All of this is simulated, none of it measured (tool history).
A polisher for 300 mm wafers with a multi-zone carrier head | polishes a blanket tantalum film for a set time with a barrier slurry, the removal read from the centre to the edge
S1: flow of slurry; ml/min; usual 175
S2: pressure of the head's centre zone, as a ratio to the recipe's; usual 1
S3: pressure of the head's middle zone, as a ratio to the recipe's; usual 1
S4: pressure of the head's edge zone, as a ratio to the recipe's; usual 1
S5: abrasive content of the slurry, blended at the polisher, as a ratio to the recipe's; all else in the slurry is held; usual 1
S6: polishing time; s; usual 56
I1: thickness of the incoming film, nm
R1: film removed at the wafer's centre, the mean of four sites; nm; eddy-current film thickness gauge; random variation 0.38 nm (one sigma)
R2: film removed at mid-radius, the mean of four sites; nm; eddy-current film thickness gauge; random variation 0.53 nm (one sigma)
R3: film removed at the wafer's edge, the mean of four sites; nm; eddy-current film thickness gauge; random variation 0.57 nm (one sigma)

Run 1, day 0: usual settings; I1 358.1. Result: R1 39.3 nm, R2 38.7 nm, R3 41.2 nm.
Run 2, day 1.108: usual settings; I1 358.9. Result: R1 39.3 nm, R2 38.1 nm, R3 40.4 nm.
At day 1.521: centre zone pressure recalibrated.
Run 3, day 3.121: usual settings; I1 360.1. Result: R1 38.2 nm, R2 37.7 nm, R3 39.6 nm.
At day 5.862: worn pad replaced by a new one.
Run 4, day 5.883: usual settings but S2 0.97; I1 358.4. Result: R1 39 nm, R2 39 nm, R3 41.6 nm.
Run 5, day 7.742: usual settings; I1 361.2. Result: R1 39 nm, R2 39.5 nm, R3 39.8 nm.
Run 6, day 9.375: usual settings but S4 0.97; I1 360.8. Result: R1 38.9 nm, R2 37.6 nm, R3 38.8 nm.
At day 11.467: worn pad replaced by a new one.
Run 7, day 12.075: usual settings but S6 65 s; I1 363. Result: R1 45.8 nm, R2 45.5 nm, R3 48.9 nm.
At day 13.717: carrier head's membrane replaced by a new one.
Run 8, day 14.512: usual settings; I1 365.3. Result: R1 38.3 nm, R2 38.2 nm, R3 39.4 nm.
At day 16.621: edge zone pressure recalibrated.
Run 9, day 17.179: usual settings but S5 0.9, S6 41 s; I1 358.6. Result: R1 26.5 nm, R2 26.1 nm, R3 27.5 nm.
At day 17.546: worn pad replaced by a new one.
Run 10, day 19.054: usual settings but S3 1.05, S4 0.93; I1 362.5. Result: R1 38.7 nm, R2 41.6 nm, R3 39.5 nm.
At day 19.942: slurry nozzle cleaned.
At day 21.246: centre zone pressure recalibrated.
Run 11, day 21.358: usual settings but S2 0.94, S5 0.75; I1 364.3. Result: R1 35 nm, R2 35.8 nm, R3 37.7 nm.
At day 23.262: worn pad replaced by a new one.
Run 12, day 23.638: usual settings; I1 355.1. Result: R1 39.9 nm, R2 39.4 nm, R3 42.1 nm.
Run 13, day 26.296: usual settings but S3 1.11; I1 363.6. Result: R1 39.2 nm, R2 41.7 nm, R3 39.5 nm.
At day 28.688: worn pad replaced by a new one.
Run 14, day 29.108: usual settings but S3 1.11; I1 361.7. Result: R1 40.1 nm, R2 43.2 nm, R3 40.8 nm.
Run 15, day 31.725: usual settings but S1 210 ml/min, S2 1.05; I1 364.8. Result: R1 41.6 nm, R2 39.2 nm, R3 40.8 nm.

Forecast each of these 3 alternatives for the next run:
Run A, day 31.742: usual settings; I1 359.9. Result: R1 ?, R2 ?, R3 ?.
Run B, day 31.742: usual settings but S2 0.92; I1 359.9. Result: R1 ?, R2 ?, R3 ?.
Run C, day 31.742: usual settings but S2 0.9, S5 1.1, S6 47 s; I1 359.9. Result: R1 ?, R2 ?, R3 ?.

run    R1    R2    R3
  A  38.9  38.2  39.3
  B  36.3  38.3  39.3
  C  30.4  32.7  33.6
Without the tool's hidden state the same runs would have given:
run    R1    R2    R3
  A  40.7    40  41.2
  B    38  40.1  41.2
  C  31.9  34.2  35.2
